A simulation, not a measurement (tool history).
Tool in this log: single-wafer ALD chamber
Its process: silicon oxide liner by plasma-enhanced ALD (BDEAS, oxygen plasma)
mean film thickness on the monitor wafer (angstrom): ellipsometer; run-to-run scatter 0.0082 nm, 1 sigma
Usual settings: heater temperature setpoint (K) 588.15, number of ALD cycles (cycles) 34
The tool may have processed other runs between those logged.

| run | hour | heater temperature setpoint (K) | number of ALD cycles (cycles) | read-back reference wafer on the same gauge, thickness_nm | mean film thickness on the monitor wafer (angstrom) |
|---|---|---|---|---|---|
| 1 | 0.0 | 588.15 | 34 | 3.917 | 32.97 |
| 2 | 51.0 | 588.15 | 34 | 3.925 | 33.10 |
| 3 | 121.4 | 588.15 | 34 | 3.924 | 33.00 |
| 4 | 170.5 | 588.15 | 34 | 3.925 | 33.21 |
| 5 | 241.5 | 588.15 | 34 | 3.925 | 33.11 |
| 6 | 283.9 | 588.15 | 31 | 3.927 | 30.20 |
| 7 | 347.8 | 593.15 | 34 | 3.930 | 32.85 |
| 8 | 386.8 | 588.15 | 34 | 3.926 | 33.18 |
| 9 | 414.9 | 588.15 | 34 | 3.935 | 33.08 |
| 10 | 456.9 | 588.15 | 34 | 3.934 | 33.25 |
| 11 | 519.7 | 588.15 | 34 | 3.933 | 33.22 |
| 12 | 722.1 | 588.15 | 34 | 3.938 | 33.25 |
| 13 | 785.3 | 588.15 | 34 | 3.944 | 33.21 |
| 14 | 837.4 | 588.15 | 34 | 3.941 | 33.13 |
| 15 | 897.6 | 588.15 | 34 | 3.946 | 33.30 |
| 16 | 963.7 | 588.15 | 34 | 3.944 | 33.45 |
| 17 | 998.0 | 588.15 | 30 | 3.946 | 29.30 |
| 18 | 1033.8 | 588.15 | 30 | 3.891 | 28.94 |
| 19 | 1064.6 | 588.15 | 34 | 3.891 | 32.94 |
| 20 | 1104.6 | 599.15 | 37 | 3.893 | 35.45 |
| 21 | 1174.9 | 595.15 | 37 | 3.900 | 35.66 |
| 22 | 1208.0 | 594.15 | 37 | 3.899 | 35.56 |
| 23 | 1262.3 | 588.15 | 27 | 3.897 | 26.15 |
| 24 | 1328.8 | 599.15 | 41 | 3.898 | 39.30 |
| 25 | 1358.3 | 584.15 | 34 | 3.901 | 33.10 |
| 26 | 1426.0 | 598.15 | 32 | 3.905 | 30.81 |
| 27 | 1485.5 | 588.15 | 40 | 3.907 | 38.81 |
| 28 | 1553.8 | 583.15 | 27 | 3.908 | 26.41 |
| 29 | 1597.1 | 588.15 | 34 | 3.907 | 33.11 |
| 30 | 1625.5 | 588.15 | 34 | 3.909 | 33.18 |
| 31 | 1679.3 | 601.15 | 34 | 3.907 | 32.57 |
| 32 | 1747.4 | 599.15 | 40 | 3.911 | 38.10 |
| 33 | 1808.4 | 577.15 | 34 | 3.912 | 33.51 |
| 34 | 1866.8 | 600.15 | 40 | 3.916 | 38.42 |
| 35 | 1912.7 | 588.15 | 34 | 3.915 | 33.13 |
| 36 | 1959.6 | 575.15 | 34 | 3.914 | 33.57 |
| 37 | 1995.3 | 588.15 | 34 | 3.916 | 33.05 |
| 38 | 2049.0 | 588.15 | 34 | 3.915 | 33.11 |

Not shown: 2 entries that the log had between the listed runs. Between which runs, and how does the tool's hidden state differ before and after?
Logged between run 17 and run 18: gauge calibrated (hour 1010.7)
  gauge reads high (%): 1.44 -> 0.0812
  difference, measured minus the result without the unlogged condition, mean film thickness on the monitor wafer (angstrom): +0.42 -> +0.03
Logged between run 27 and run 28: thermocouple changed; heater temperature recalibrated (hour 1552.8)
  gauge reads high (%): 0.375 -> 0.42
  difference, measured minus the result without the unlogged condition, mean film thickness on the monitor wafer (angstrom): +0.15 -> +0.11
